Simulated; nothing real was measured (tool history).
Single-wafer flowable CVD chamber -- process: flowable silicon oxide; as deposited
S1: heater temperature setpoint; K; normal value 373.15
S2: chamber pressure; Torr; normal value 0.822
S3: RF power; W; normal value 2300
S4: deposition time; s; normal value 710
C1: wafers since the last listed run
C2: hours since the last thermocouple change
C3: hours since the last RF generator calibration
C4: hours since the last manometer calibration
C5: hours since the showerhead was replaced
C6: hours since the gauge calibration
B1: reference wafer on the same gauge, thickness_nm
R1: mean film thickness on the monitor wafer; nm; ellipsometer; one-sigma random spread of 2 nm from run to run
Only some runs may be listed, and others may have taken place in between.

run   hour      S1     S2    S3   S4   C1      C2      C3      C4      C5     C6       B1       R1
  1    0.0  373.15  0.822  2300  710    0  2378.5  2038.5  2625.9  4142.2   26.7  440.977  395.792
  2   16.3  373.15  0.822  2300  789   54  2394.8  2054.8  2642.2  4158.5   43.0  440.893  440.607
  3   50.4  373.15  0.822  2300  789  114  2428.9  2088.9  2676.3  4192.6   77.1  441.556  442.176
  4   75.1  373.15  0.822  2300  789   82  2453.6  2113.6  2701.0  4217.3  101.8  441.065  436.263
  5   95.1  373.15  0.822  2300  649   66  2473.6  2133.6  2721.0  4237.3  121.8  441.124  358.894
  6  127.3  373.15  0.822  2300  649  107  2505.8  2165.8  2753.2  4269.5  154.0  441.440  357.382
  7  155.9  373.15  0.822  2300  649   95  2534.4  2194.4  2781.8  4298.1  182.6  440.540  357.516
     175.6  -- thermocouple changed; heater temperature recalibrated
  8  176.1  373.15  0.822  2300  710   40     0.5  2214.6  2802.0  4318.3  202.8  441.442  481.506
  9  183.5  373.15  0.822  2300  710   24     7.9  2222.0  2809.4  4325.7  210.2  440.798  483.956
     218.3  -- RF generator calibrated
 10  218.8  373.15  0.822  2300  710   91    43.2     0.5  2844.7  4361.0  245.5  440.805  484.127
 11  248.7  373.15  0.822  2300  789  100    73.1    30.4  2874.6  4390.9  275.4  440.825  532.357
     250.5  -- gauge calibrated
 12  279.7  373.15  0.822  2050  643  103   104.1    61.4  2905.6  4421.9   29.2  440.773  430.472
 13  298.4  383.15  0.979  2300  710   62   122.8    80.1  2924.3  4440.6   47.9  440.971  394.517
     313.4  -- capacitance manometer re-zeroed and calibrated
 14  317.0  380.15  0.624  2435  617   35   141.4    98.7     3.6  4459.2   66.5  440.603  243.752
 15  337.2  361.15  0.631  2300  710   67   161.6   118.9    23.8  4479.4   86.7  440.555  569.016
     348.2  -- showerhead replaced
 16  371.4  379.15  0.822  2170  803   87   195.8   153.1    58.0    23.2  120.9  440.860  427.306
 17  394.2  373.15  0.926  1965  710   76   218.6   175.9    80.8    46.0  143.7  441.055  525.465
 18  450.5  373.15  0.822  2300  710  188   274.9   232.2   137.1   102.3  200.0  441.147  482.514
 19  470.2  388.15  0.988  2300  843   65   294.6   251.9   156.8   122.0  219.7  440.785  394.909

Branching from run 19: 4 alternative next runs. What would each branch give?
  A  470.8  373.15  0.920  2300  710   2  295.2  252.5  157.4  122.6  220.3   ?   ?
  B  470.8  368.15  0.822  2300  710   2  295.2  252.5  157.4  122.6  220.3   ?   ?
  C  470.8  382.15  0.686  2520  710   2  295.2  252.5  157.4  122.6  220.3   ?   ?
  D  470.8  373.15  0.822  2085  603   2  295.2  252.5  157.4  122.6  220.3   ?   ?

run       B1       R1
  A  441.083  540.027
  B  441.083  581.846
  C  441.083  289.702
  D  441.083  403.158
Without the tool's unlogged condition, the same runs would have read:
run       R1
  A  533.930
  B  575.073
  C  286.477
  D  398.607
